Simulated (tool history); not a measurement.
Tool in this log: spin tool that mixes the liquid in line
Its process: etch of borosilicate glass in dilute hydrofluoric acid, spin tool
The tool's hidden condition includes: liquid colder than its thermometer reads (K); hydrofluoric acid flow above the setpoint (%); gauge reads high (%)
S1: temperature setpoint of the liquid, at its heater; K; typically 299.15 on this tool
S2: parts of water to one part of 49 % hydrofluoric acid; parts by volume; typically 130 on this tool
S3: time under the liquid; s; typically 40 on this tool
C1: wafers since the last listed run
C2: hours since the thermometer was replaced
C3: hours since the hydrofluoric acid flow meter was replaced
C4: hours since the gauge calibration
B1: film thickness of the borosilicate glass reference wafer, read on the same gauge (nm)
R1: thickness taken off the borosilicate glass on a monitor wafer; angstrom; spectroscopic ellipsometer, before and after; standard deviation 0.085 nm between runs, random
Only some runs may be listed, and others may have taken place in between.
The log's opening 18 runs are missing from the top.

run    hour      S1   S2  S3    C1      C2      C3      C4     B1     R1
 19   851.2  297.15   75  15   624   169.1   148.9   182.5  39.67  103.3
 20   903.9  297.65  170  25   899   221.8   201.6   235.2  39.55   68.6
 21   943.7  299.15   80  50   679   261.6   241.4     275  39.49  345.1
 22  1147.8  299.15  185  25  3484   465.7   445.5   479.1  39.23   64.9
 23  1235.1  303.65  190  15  1490     553   532.8   566.4  39.13   44.1
 24  1290.3  303.15  165  60   942   608.2     588   621.6  39.06  207.5
 25  1327.1  299.15  130  20   628     645   624.8   658.4  39.06   78.5
 26  1377.7  296.15  190  40   863   695.6   675.4     709     39   89.7
 27  1437.6  296.15  130  55  1022   755.5   735.3   768.9  39.01  192.2
 28  1535.4  299.15  130  40  1669   853.3   833.1   866.7  38.91  158.1
 29  1591.8  299.15  130  65   962   909.7   889.5   923.1  38.95  255.9
 30  1690.6  299.15   70  40  1686  1008.5   988.3  1021.9  38.84  313.4
 31  1718.8  299.15  130  60   481  1036.7  1016.5  1050.1  38.82  233.8

Consider 3 possible next runs. They are alternatives, not a sequence: every one starts from the tool as it was left by run 31. What does each give?
  A  1719.2  299.15  110  40   6  1037.1  1016.9  1050.5   ?   ?
  B  1719.2  295.65  130  40   6  1037.1  1016.9  1050.5   ?   ?
  C  1719.2  303.15  130  20   6  1037.1  1016.9  1050.5   ?   ?

run     B1     R1
  A  38.87  192.2
  B  38.87  138.5
  C  38.87   92.1
The same runs, with their run-to-run variation unchanged, on a tool lacking any hidden condition would have given:
run     R1
  A  197.8
  B  142.5
  C   94.7
